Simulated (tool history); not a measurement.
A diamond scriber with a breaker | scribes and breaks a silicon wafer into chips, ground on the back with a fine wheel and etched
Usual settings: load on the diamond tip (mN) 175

| run | hour | load on the diamond tip (mN) | wafers since the last listed run | hours since the diamond tip was replaced | hours since the load on the tip was calibrated | incoming depth of the damage left on the back of the incoming wafer, um | depth of the median crack under the scribed line (nm) | chips rejected at inspection after the break (%) |
|---|---|---|---|---|---|---|---|---|
| 1 | 0.0 | 195 | 0 | 586.1 | 501.0 | 0.75 | 9200 | 2.05 |
| 2 | 54.8 | 195 | 121 | 640.9 | 555.8 | 0.61 | 9210 | 1.87 |
| 3 | 99.8 | 195 | 99 | 685.9 | 600.8 | 0.62 | 9270 | 2.05 |
| 4 | 187.1 | 148 | 192 | 773.2 | 688.1 | 0.62 | 7910 | 7.50 |
|  | 218.8 | load on the tip recalibrated |
|  | 286.6 | diamond tip replaced by a new one |
| 5 | 456.1 | 148 | 585 | 169.5 | 237.3 | 0.61 | 8170 | 5.79 |
| 6 | 513.8 | 175 | 127 | 227.2 | 295.0 | 0.67 | 8670 | 2.93 |
| 7 | 550.7 | 196 | 81 | 264.1 | 331.9 | 0.50 | 9200 | 2.05 |
| 8 | 637.9 | 138 | 192 | 351.3 | 419.1 | 0.58 | 7750 | 8.55 |
| 9 | 704.7 | 138 | 147 | 418.1 | 485.9 | 0.42 | 7750 | 9.17 |
| 10 | 745.8 | 138 | 90 | 459.2 | 527.0 | 0.70 | 7680 | 9.70 |
| 11 | 800.5 | 135 | 120 | 513.9 | 581.7 | 0.34 | 7530 | 10.55 |
| 12 | 855.9 | 175 | 122 | 569.3 | 637.1 | 0.67 | 8500 | 4.41 |
|  | 912.1 | load on the tip recalibrated |
| 13 | 915.2 | 175 | 126 | 628.6 | 3.1 | 0.42 | 9150 | 2.00 |
| 14 | 977.1 | 159 | 136 | 690.5 | 65.0 | 0.60 | 8710 | 3.88 |
| 15 | 1070.0 | 159 | 205 | 783.4 | 157.9 | 0.63 | 8390 | 4.55 |
| 16 | 1127.1 | 205 | 126 | 840.5 | 215.0 | 0.55 | 9250 | 1.66 |
| 17 | 1175.0 | 225 | 105 | 888.4 | 262.9 | 0.74 | 9740 | 1.86 |
| 18 | 1255.8 | 139 | 178 | 969.2 | 343.7 | 0.38 | 7710 | 10.43 |
|  | 1359.3 | diamond tip replaced by a new one |
| 19 | 1396.9 | 131 | 307 | 37.6 | 484.8 | 0.53 | 7680 | 9.62 |
| 20 | 1460.4 | 200 | 140 | 101.1 | 548.3 | 0.66 | 9370 | 1.89 |
| 21 | 1567.0 | 205 | 235 | 207.7 | 654.9 | 0.64 | 9360 | 1.75 |
|  | 1628.4 | load on the tip recalibrated |
| 22 | 1628.9 | 150 | 132 | 269.6 | 0.5 | 0.63 | 8620 | 3.60 |
| 23 | 1722.0 | 202 | 205 | 362.7 | 93.6 | 0.48 | 9710 | 1.69 |
| 24 | 1827.3 | 175 | 232 | 468.0 | 198.9 | 0.42 | 8820 | 2.82 |
| 25 | 1864.6 | 216 | 82 | 505.3 | 236.2 | 0.72 | 9510 | 1.89 |
| 26 | 1921.6 | 175 | 125 | 562.3 | 293.2 | 0.34 | 8660 | 3.26 |
| 27 | 1958.6 | 204 | 81 | 599.3 | 330.2 | 0.74 | 9360 | 1.90 |
| 28 | 2039.2 | 208 | 178 | 679.9 | 410.8 | 0.71 | 9210 | 1.98 |
| 29 | 2130.1 | 159 | 200 | 770.8 | 501.7 | 0.35 | 8080 | 6.66 |
| 30 | 2170.6 | 175 | 89 | 811.3 | 542.2 | 0.50 | 8500 | 4.70 |

Forecast each of these 5 alternatives for the next run:
| A | 2171.2 | 175 | 1 | 811.9 | 542.8 | 0.51 | ? | ? |
| B | 2171.2 | 134 | 1 | 811.9 | 542.8 | 0.51 | ? | ? |
| C | 2171.2 | 145 | 1 | 811.9 | 542.8 | 0.51 | ? | ? |
| D | 2171.2 | 156 | 1 | 811.9 | 542.8 | 0.51 | ? | ? |
| E | 2171.2 | 223 | 1 | 811.9 | 542.8 | 0.51 | ? | ? |

| run | depth of the median crack under the scribed line (nm) | chips rejected at inspection after the break (%) |
|---|---|---|
| A | 8400 | 4.23 |
| B | 7470 | 11.56 |
| C | 7730 | 9.03 |
| D | 7980 | 6.93 |
| E | 9430 | 1.65 |
Without the tool's hidden state the same runs would have given:
| run | depth of the median crack under the scribed line (nm) | chips rejected at inspection after the break (%) |
|---|---|---|
| A | 9450 | 1.65 |
| B | 8400 | 4.24 |
| C | 8690 | 2.98 |
| D | 8970 | 2.16 |
| E | 10610 | 4.15 |
